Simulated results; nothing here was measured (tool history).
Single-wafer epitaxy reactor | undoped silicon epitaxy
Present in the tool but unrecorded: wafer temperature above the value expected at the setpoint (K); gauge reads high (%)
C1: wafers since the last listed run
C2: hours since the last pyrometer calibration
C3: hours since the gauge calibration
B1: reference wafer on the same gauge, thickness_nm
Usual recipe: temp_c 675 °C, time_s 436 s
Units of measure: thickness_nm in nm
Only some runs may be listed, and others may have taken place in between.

Run 1, hour 0: usual settings; C1 0; C2 277.2; C3 540; B1 130.826. Result: thickness_nm 120.174 nm.
Run 2, hour 34.2: usual settings; C1 150; C2 311.4; C3 574.2; B1 131.022. Result: thickness_nm 120.695 nm.
Run 3, hour 102.4: usual settings; C1 300; C2 379.6; C3 642.4; B1 131.272. Result: thickness_nm 120.497 nm.
Run 4, hour 136.3: usual settings; C1 149; C2 413.5; C3 676.3; B1 131.44. Result: thickness_nm 120.154 nm.
Run 5, hour 168.7: usual settings; C1 142; C2 445.9; C3 708.7; B1 131.566. Result: thickness_nm 121.286 nm.
Run 6, hour 190.3: usual settings; C1 95; C2 467.5; C3 730.3; B1 131.661. Result: thickness_nm 120.486 nm.
Run 7, hour 204.9: usual settings but time_s 367 s; C1 64; C2 482.1; C3 744.9; B1 131.74. Result: thickness_nm 101.023 nm.
Run 8, hour 239: usual settings but time_s 367 s; C1 150; C2 516.2; C3 779; B1 131.72. Result: thickness_nm 101.784 nm.
Run 9, hour 264.2: usual settings; C1 111; C2 541.4; C3 804.2; B1 131.958. Result: thickness_nm 120.597 nm.
Run 10, hour 291: usual settings; C1 118; C2 568.2; C3 831; B1 132.113. Result: thickness_nm 121 nm.
Run 11, hour 314.6: usual settings; C1 103; C2 591.8; C3 854.6; B1 132.136. Result: thickness_nm 120.793 nm.
Run 12, hour 349.6: usual settings but temp_c 669 °C, time_s 412 s; C1 154; C2 626.8; C3 889.6; B1 132.229. Result: thickness_nm 102.488 nm.
Run 13, hour 364.6: usual settings but temp_c 669 °C, time_s 412 s; C1 66; C2 641.8; C3 904.6; B1 132.471. Result: thickness_nm 103.815 nm.
Run 14, hour 389.8: usual settings; C1 111; C2 667; C3 929.8; B1 132.39. Result: thickness_nm 122.471 nm.
Run 15, hour 422.9: usual settings; C1 145; C2 700.1; C3 962.9; B1 132.591. Result: thickness_nm 121.434 nm.
Run 16, hour 446.7: usual settings; C1 104; C2 723.9; C3 986.7; B1 132.792. Result: thickness_nm 121.413 nm.
Run 17, hour 474.7: usual settings but temp_c 678 °C; C1 123; C2 751.9; C3 1014.7; B1 132.944. Result: thickness_nm 129.294 nm.
Run 18, hour 499.4: usual settings; C1 108; C2 776.6; C3 1039.4; B1 132.998. Result: thickness_nm 122.204 nm.
At hour 507.4: gauge calibrated.
Run 19, hour 531.9: usual settings but time_s 367 s; C1 143; C2 809.1; C3 24.5; B1 128.022. Result: thickness_nm 98.632 nm.
Run 20, hour 560.3: usual settings but time_s 358 s; C1 125; C2 837.5; C3 52.9; B1 128.302. Result: thickness_nm 96.596 nm.
Run 21, hour 581.9: usual settings but temp_c 685 °C, time_s 486 s; C1 95; C2 859.1; C3 74.5; B1 128.374. Result: thickness_nm 157.859 nm.
Run 22, hour 595.3: usual settings but temp_c 664 °C, time_s 492 s; C1 59; C2 872.5; C3 87.9; B1 128.19. Result: thickness_nm 109.045 nm.
Run 23, hour 624.5: usual settings; C1 128; C2 901.7; C3 117.1; B1 128.46. Result: thickness_nm 117.908 nm.
Run 24, hour 691.7: usual settings; C1 296; C2 968.9; C3 184.3; B1 128.729. Result: thickness_nm 118.124 nm.
At hour 723.8: pyrometer calibrated.
Run 25, hour 724.3: usual settings; C1 108; C2 0.5; C3 216.9; B1 128.831. Result: thickness_nm 118.457 nm.
Run 26, hour 746.6: usual settings but temp_c 680 °C, time_s 372 s; C1 98; C2 22.8; C3 239.2; B1 128.876. Result: thickness_nm 109.526 nm.
Run 27, hour 853.1: usual settings; C1 469; C2 129.3; C3 345.7; B1 129.323. Result: thickness_nm 117.707 nm.
Run 28, hour 879.8: usual settings; C1 117; C2 156; C3 372.4; B1 129.652. Result: thickness_nm 117.943 nm.
Run 29, hour 908: usual settings but temp_c 689 °C, time_s 373 s; C1 124; C2 184.2; C3 400.6; B1 129.654. Result: thickness_nm 130.916 nm.
Run 30, hour 927.9: usual settings but temp_c 684 °C, time_s 358 s; C1 87; C2 204.1; C3 420.5; B1 129.652. Result: thickness_nm 115.803 nm.
Run 31, hour 959: usual settings but temp_c 670 °C, time_s 373 s; C1 137; C2 235.2; C3 451.6; B1 129.833. Result: thickness_nm 92.935 nm.
Run 32, hour 1059: usual settings; C1 440; C2 335.2; C3 551.6; B1 130.233. Result: thickness_nm 119.925 nm.
Run 33, hour 1089.6: usual settings but temp_c 683 °C, time_s 466 s; C1 134; C2 365.8; C3 582.2; B1 130.39. Result: thickness_nm 148.119 nm.
Run 34, hour 1115.6: usual settings but temp_c 667 °C, time_s 407 s; C1 114; C2 391.8; C3 608.2; B1 130.423. Result: thickness_nm 96.331 nm.
Run 35, hour 1139.3: usual settings but temp_c 682 °C; C1 104; C2 415.5; C3 631.9; B1 130.502. Result: thickness_nm 135.887 nm.
Run 36, hour 1154.1: usual settings but temp_c 664 °C; C1 65; C2 430.3; C3 646.7; B1 130.629. Result: thickness_nm 97.858 nm.

How the hidden state differs across the entries between the runs, from the last listed run before each to the first after it:
Between runs 18 and 19: gauge calibrated (hour 507.4)
  gauge reads high (%): 3.84 -> 0.0566
  measured less the result without the state, thickness_nm: +4.513 -> +0.056 nm
Between runs 24 and 25: pyrometer calibrated (hour 723.8)
  gauge reads high (%): 0.571 -> 0.676
  measured less the result without the state, thickness_nm: +0.671 -> +0.796 nm
